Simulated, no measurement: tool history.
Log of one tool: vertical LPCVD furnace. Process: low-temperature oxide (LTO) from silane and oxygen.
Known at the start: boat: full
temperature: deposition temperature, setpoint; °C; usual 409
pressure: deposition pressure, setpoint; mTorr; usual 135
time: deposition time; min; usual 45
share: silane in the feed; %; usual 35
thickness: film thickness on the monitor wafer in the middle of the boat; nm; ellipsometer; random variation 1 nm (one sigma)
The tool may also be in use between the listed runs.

run   hour  temperature  pressure  time  share  wafers since the last listed run  hours since the last temperature calibration  hours since the pressure gauge was zeroed  hours since the silane flow controller was replaced  hours since the gauge calibration  read-back reference wafer on the same gauge, thickness  thickness
  1      0          416       135    45     35                                 0                                        3593.6                                     2897.2                                               4305.6                               78.1                                                   194.9     236.11
  2   15.5          409       135    45     35                               210                                        3609.1                                     2912.7                                               4321.1                               93.6                                                  195.25     218.96
  3   35.2          409       135    45     35                               267                                        3628.8                                     2932.4                                               4340.8                              113.3                                                  195.12     218.05
  4   69.6          409       135    45     35                               466                                        3663.2                                     2966.8                                               4375.2                              147.7                                                  195.19     217.54
  5  102.5          409       135    45     35                               446                                        3696.1                                     2999.7                                               4408.1                              180.6                                                  195.07     220.51
     132.2  -- gauge calibrated
  6  138.1          409       160    45     35                               483                                        3731.7                                     3035.3                                               4443.7                                5.9                                                  195.13     260.06
     177.2  -- thermocouples replaced and temperature profile calibrated
  7  177.7          409       135    45     35                               211                                           0.5                                     3074.9                                               4483.3                               45.5                                                  195.14     217.96
     203.9  -- pressure gauge zeroed
  8  204.4          409       135    45     35                                36                                          27.2                                        0.5                                                 4510                               72.2                                                  195.09     218.18
  9  209.6          398       150  35.5     30                                70                                          32.4                                        5.7                                               4515.2                               77.4                                                  195.05     135.47
     235.6  -- silane flow controller replaced
 10  236.1          409       135    45     35                                33                                          58.9                                       32.2                                                  0.5                              103.9                                                  194.78     218.52

Forecast run 11:
 11  241.3          398       145    45     28                                70                                          64.1                                       37.4                                                  5.7                              109.1                                                       ?          ?

{"run 11": {"read-back reference wafer on the same gauge, thickness": 195.12, "thickness": 150.44}}
Without the tool's hidden state the same run would have given thickness 150.44 nm.
